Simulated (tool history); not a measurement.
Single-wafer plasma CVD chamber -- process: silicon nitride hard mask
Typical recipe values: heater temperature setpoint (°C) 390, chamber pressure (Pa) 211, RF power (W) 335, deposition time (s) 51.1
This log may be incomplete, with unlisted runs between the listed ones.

run     day  heater temperature setpoint (°C)  chamber pressure (Pa)  RF power (W)  deposition time (s)  read-back reference wafer on the same gauge, thickness_nm  mean film thickness on the monitor wafer (Å)
  1       0                               390                    211           285                 51.1                                                     65.491                                        565.99
  2   0.817                               390                    211           285                 51.1                                                     65.537                                        564.58
      2.183  -- showerhead replaced
  3   2.204                               390                    211           285                 51.1                                                     65.499                                        561.59
      3.683  -- thermocouple changed; heater temperature recalibrated
  4   3.704                               390                    211           335                 51.1                                                     65.421                                        676.98
  5   4.425                               399                    211           335                 58.7                                                      65.48                                        765.22
  6   5.083                               399                    211           335                 58.7                                                     65.404                                         763.7
  7   6.133                               390                    211           335                 51.1                                                     65.378                                        671.31
      7.883  -- RF generator calibrated
  8   7.904                               390                    252           335                 54.5                                                     65.436                                        752.49
  9     8.7                               400                    211           390                 51.1                                                     65.409                                        769.62
      9.654  -- gauge calibrated
 10   9.671                               390                    211           335                 51.1                                                     67.095                                        689.06
 11  10.475                               380                    211           335                 51.1                                                     66.937                                        690.52
 12  11.121                               390                    211           335                 51.1                                                     66.856                                         689.8
 13   11.95                               390                    211           335                 51.1                                                     66.761                                        685.68
       12.5  -- capacitance manometer re-zeroed and calibrated
 14  13.312                               390                    211           335                 51.1                                                     66.611                                        686.52
 15  16.454                               397                    211           355                 48.5                                                     66.292                                        681.36
 16    17.6                               399                    211           335                 59.1                                                     66.195                                         783.7
 17  18.221                               383                    229           390                 58.2                                                     66.138                                        908.37
 18  19.683                               378                    248           275                 54.8                                                     66.043                                        613.19
 19  20.662                               390                    245           335                 51.1                                                     66.051                                        707.04
 20  21.671                               390                    211           335                 51.1                                                     65.977                                        676.04
 21  22.229                               398                    211           275                 51.1                                                     65.965                                        542.26
 22  22.975                               398                    211           275                 51.1                                                     65.986                                        541.73
 23  23.896                               397                    225           335                 51.1                                                     65.807                                        687.35
 24  24.838                               400                    188           300                 51.1                                                     65.772                                        583.07
 25  25.496                               390                    211           335                 51.1                                                     65.808                                         673.4
 26  26.979                               390                    211           335                 42.9                                                     65.739                                        564.54
 27  27.608                               390                    211           305                 55.5                                                     65.718                                        664.96
 28  28.575                               390                    211           335                 51.1                                                     65.693                                        672.99
 29  29.533                               404                    211           335                 51.1                                                     65.746                                        673.62

Below are 4 alternative next runs, each starting from the tool's condition after run 29. Predict each:
  A  29.55                               390                    211           335                 51.1                                                          ?                                             ?
  B  29.55                               390                    211           375                 42.6                                                          ?                                             ?
  C  29.55                               390                    245           335                 47.6                                                          ?                                             ?
  D  29.55                               390                    211           365                 51.1                                                          ?                                             ?

run  read-back reference wafer on the same gauge, thickness_nm  mean film thickness on the monitor wafer (Å)
  A                                                     65.649                                        674.88
  B                                                     65.649                                        624.75
  C                                                     65.649                                        653.91
  D                                                     65.649                                        731.41
The same runs, with their run-to-run variation unchanged, on a tool lacking any hidden condition would have given:
run  mean film thickness on the monitor wafer (Å)
  A                                        687.36
  B                                        636.31
  C                                        666.01
  D                                        744.94
